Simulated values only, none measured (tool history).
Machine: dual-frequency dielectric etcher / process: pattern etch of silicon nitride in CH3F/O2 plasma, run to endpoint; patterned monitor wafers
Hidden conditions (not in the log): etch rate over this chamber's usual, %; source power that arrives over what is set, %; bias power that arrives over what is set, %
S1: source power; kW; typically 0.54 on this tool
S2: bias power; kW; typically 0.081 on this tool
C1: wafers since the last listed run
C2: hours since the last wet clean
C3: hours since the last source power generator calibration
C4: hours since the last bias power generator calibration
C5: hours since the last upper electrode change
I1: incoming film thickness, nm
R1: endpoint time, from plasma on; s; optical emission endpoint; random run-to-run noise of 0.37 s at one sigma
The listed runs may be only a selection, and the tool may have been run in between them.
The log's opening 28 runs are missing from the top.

run	hour	S1	S2	C1	C2	C3	C4	C5	I1	R1
29	1519.3	0.54	0.081	234	450.5	145.6	285.8	390.3	111.4	110.4
# hour 1552.6: wet clean of the chamber
30	1585	0.46	0.099	271	32.4	211.3	351.5	456	110.9	107.2
31	1640.8	0.65	0.099	363	88.2	267.1	407.3	511.8	112.3	96.9
32	1821.7	0.45	0.076	1177	269.1	448	588.2	692.7	111.8	119.5
33	2019.4	0.45	0.081	1286	466.8	645.7	785.9	890.4	110.9	117.4
34	2078.8	0.59	0.09	386	526.2	705.1	845.3	949.8	111.9	104.6
# hour 2117.9: wet clean of the chamber
35	2131.3	0.54	0.081	185	13.4	757.6	897.8	1002.3	111.4	108.9
36	2196.3	0.54	0.087	423	78.4	822.6	962.8	1067.3	112.3	107.9

Predict each of these 3 candidate next runs independently; none follows another, all start after run 36:
A	2196.8	0.54	0.081	3	78.9	823.1	963.3	1067.8	112.5	?
B	2196.8	0.54	0.09	3	78.9	823.1	963.3	1067.8	112.5	?
C	2196.8	0.68	0.081	3	78.9	823.1	963.3	1067.8	112.5	?

run	R1
A	110.5
B	106.6
C	102.5
Had the tool no hidden state, the same runs would have come out as:
run	R1
A	110.3
B	106.4
C	102.3
